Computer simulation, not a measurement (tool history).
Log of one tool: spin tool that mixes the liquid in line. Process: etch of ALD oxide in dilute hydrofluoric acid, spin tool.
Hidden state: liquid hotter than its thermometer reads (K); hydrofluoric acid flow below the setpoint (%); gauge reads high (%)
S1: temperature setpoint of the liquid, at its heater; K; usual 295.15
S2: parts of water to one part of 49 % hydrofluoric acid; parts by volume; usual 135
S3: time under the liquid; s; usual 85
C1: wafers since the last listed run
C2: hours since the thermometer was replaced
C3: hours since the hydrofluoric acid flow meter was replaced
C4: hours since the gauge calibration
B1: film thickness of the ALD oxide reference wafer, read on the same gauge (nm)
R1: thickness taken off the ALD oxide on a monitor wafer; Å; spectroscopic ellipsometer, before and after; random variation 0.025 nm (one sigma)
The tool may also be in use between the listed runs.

run,hour,S1,S2,S3,C1,C2,C3,C4,B1,R1
1,0.0,295.15,135,85,0,2943.4,1346.0,872.8,29.98,82.7
2,54.3,295.15,135,85,827,2997.7,1400.3,927.1,29.97,82.7
3,107.1,295.15,135,85,804,3050.5,1453.1,979.9,30.01,82.4
# hour 157.5: gauge calibrated
4,157.5,295.15,100,85,768,3100.9,1503.5,0.0,29.99,116.3
5,184.0,295.15,135,65,403,3127.4,1530.0,26.5,30.03,63.1
6,248.2,295.15,135,65,978,3191.6,1594.2,90.7,30.04,63.2
7,275.9,295.15,135,85,422,3219.3,1621.9,118.4,30.03,82.8
# hour 302.7: thermometer replaced
8,309.1,295.15,135,85,490,6.4,1655.1,151.6,30.04,79.2
# hour 312.4: hydrofluoric acid flow meter replaced
9,353.9,295.15,135,85,667,51.2,41.5,196.4,30.03,80.6
10,406.1,295.15,135,85,795,103.4,93.7,248.6,29.99,80.7
11,464.1,295.15,135,85,883,161.4,151.7,306.6,30.00,81.0
12,506.1,295.15,160,85,640,203.4,193.7,348.6,30.01,66.5
13,566.8,295.15,160,85,925,264.1,254.4,409.3,30.00,66.3
14,619.6,295.15,160,85,804,316.9,307.2,462.1,29.99,66.3
15,654.2,295.15,185,85,527,351.5,341.8,496.7,29.98,56.1
16,721.2,296.65,135,85,1021,418.5,408.8,563.7,29.97,85.7
17,770.6,295.15,135,85,752,467.9,458.2,613.1,30.01,81.2
18,797.3,295.15,135,85,406,494.6,484.9,639.8,30.01,81.3
19,856.0,296.65,165,110,894,553.3,543.6,698.5,30.00,87.4
20,910.7,292.15,95,110,833,608.0,598.3,753.2,30.02,138.2
21,939.1,295.15,190,85,432,636.4,626.7,781.6,30.01,53.9
22,987.7,295.15,200,70,740,685.0,675.3,830.2,30.00,41.7
23,1023.1,295.15,185,85,539,720.4,710.7,865.6,30.01,55.6
24,1048.7,295.15,135,85,390,746.0,736.3,891.2,29.99,80.7
25,1087.0,295.15,135,85,583,784.3,774.6,929.5,29.99,80.8
# hour 1104.3: gauge calibrated
26,1141.6,292.15,90,85,832,838.9,829.2,37.3,30.00,112.7
27,1175.8,292.65,165,65,521,873.1,863.4,71.5,29.96,44.4
28,1204.3,290.15,195,120,434,901.6,891.9,100.0,29.96,60.8
29,1273.0,299.15,115,60,1047,970.3,960.6,168.7,30.01,80.0
30,1303.3,295.15,135,120,461,1000.6,990.9,199.0,30.01,114.5
31,1338.5,293.15,195,70,536,1035.8,1026.1,234.2,29.99,39.8
32,1366.3,295.15,75,85,423,1063.6,1053.9,262.0,29.99,154.9
33,1421.1,296.65,200,100,835,1118.4,1108.7,316.8,30.00,63.4
34,1471.6,295.15,170,85,769,1168.9,1159.2,367.3,29.98,61.6
35,1539.7,295.15,190,100,1037,1237.0,1227.3,435.4,30.01,63.6

The same runs without the tool's hidden state, with the same run-to-run variation:
run,R1
1,81.0
2,80.9
3,80.7
4,113.6
5,61.8
6,61.9
7,81.1
8,80.8
9,80.6
10,80.7
11,80.9
12,66.5
13,66.3
14,66.3
15,56.1
16,85.7
17,81.2
18,81.3
19,87.5
20,138.1
21,54.0
22,41.8
23,55.6
24,80.8
25,80.8
26,112.6
27,44.4
28,60.8
29,80.1
30,114.6
31,39.8
32,154.8
33,63.5
34,61.7
35,63.8
